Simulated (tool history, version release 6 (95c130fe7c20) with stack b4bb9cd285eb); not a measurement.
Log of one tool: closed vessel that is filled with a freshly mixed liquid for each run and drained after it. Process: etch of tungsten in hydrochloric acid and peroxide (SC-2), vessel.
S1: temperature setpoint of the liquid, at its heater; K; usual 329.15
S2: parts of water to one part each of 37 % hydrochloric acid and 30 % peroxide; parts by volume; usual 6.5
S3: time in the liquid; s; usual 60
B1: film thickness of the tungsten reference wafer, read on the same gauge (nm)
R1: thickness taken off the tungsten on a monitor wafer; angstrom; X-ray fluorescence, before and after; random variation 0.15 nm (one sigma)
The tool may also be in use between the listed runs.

run    hour      S1   S2  S3     B1     R1
  1       0  329.15  6.5  40  89.97  239.9
  2    54.5  322.15  6.5  60  89.98  225.3
  3   114.5  322.15  6.5  60  90.02  227.8
  4   169.8  322.15  6.5  60  90.01  228.1
  5   215.2  329.15  6.5  60     90  360.9
  6   243.2  329.15  6.5  60  90.01  359.6
  7   273.8  329.15  5.5  60  89.99  405.2
  8     312  329.15  5.5  60  90.02  409.4
  9   349.5  329.15  5.5  60     90  407.4
      392.8  -- chemicals flow meter replaced
 10   408.6  329.15  8.5  60  89.98  289.8
 11   452.9  329.15    9  35  89.99  161.8
 12     500  329.15  6.5  60     90  358.2
 13   571.1  329.15  6.5  60  89.98  360.2
 14   598.9  329.15  6.5  45  89.99  269.7
 15   701.6  329.15    9  60  90.01  278.7
 16   750.2  336.65  8.5  60  89.99  469.9
 17   779.5  334.65    4  30  90.02  364.7
      797.6  -- new drum of peroxide connected
      845.4  -- gauge calibrated
 18   845.6  329.15    5  60  89.99  438.2
      869.3  -- chemicals flow meter replaced
 19   885.6  333.15    5  50  89.99    471
      955.3  -- thermometer replaced
 20   955.8  329.15  6.5  90  89.99  538.4
 21     993  335.15  7.5  45  90.02  350.4
 22  1035.5  329.15  6.5  60     90  358.1
 23  1103.7  322.15  6.5  60  89.98  227.3
 24  1141.8  329.15  6.5  35     90  211.2
 25  1206.3  337.65  5.5  85  89.99  983.3
 26    1277  329.15  4.5  70  89.98  552.4
 27  1312.1  336.65  8.5  70  90.01  544.6
 28  1378.1  338.15  6.5  60  90.01  626.8
 29  1446.3  324.15  6.5  30  89.99  130.1

Forecast run 30:
     1483.9  -- chemicals flow meter replaced
 30  1507.2  323.15  6.5  60   ?   ?

{"run 30": {"B1": 90.01, "R1": 244.1}}
Without the tool's hidden state the same run would have given R1 244.1 angstrom.

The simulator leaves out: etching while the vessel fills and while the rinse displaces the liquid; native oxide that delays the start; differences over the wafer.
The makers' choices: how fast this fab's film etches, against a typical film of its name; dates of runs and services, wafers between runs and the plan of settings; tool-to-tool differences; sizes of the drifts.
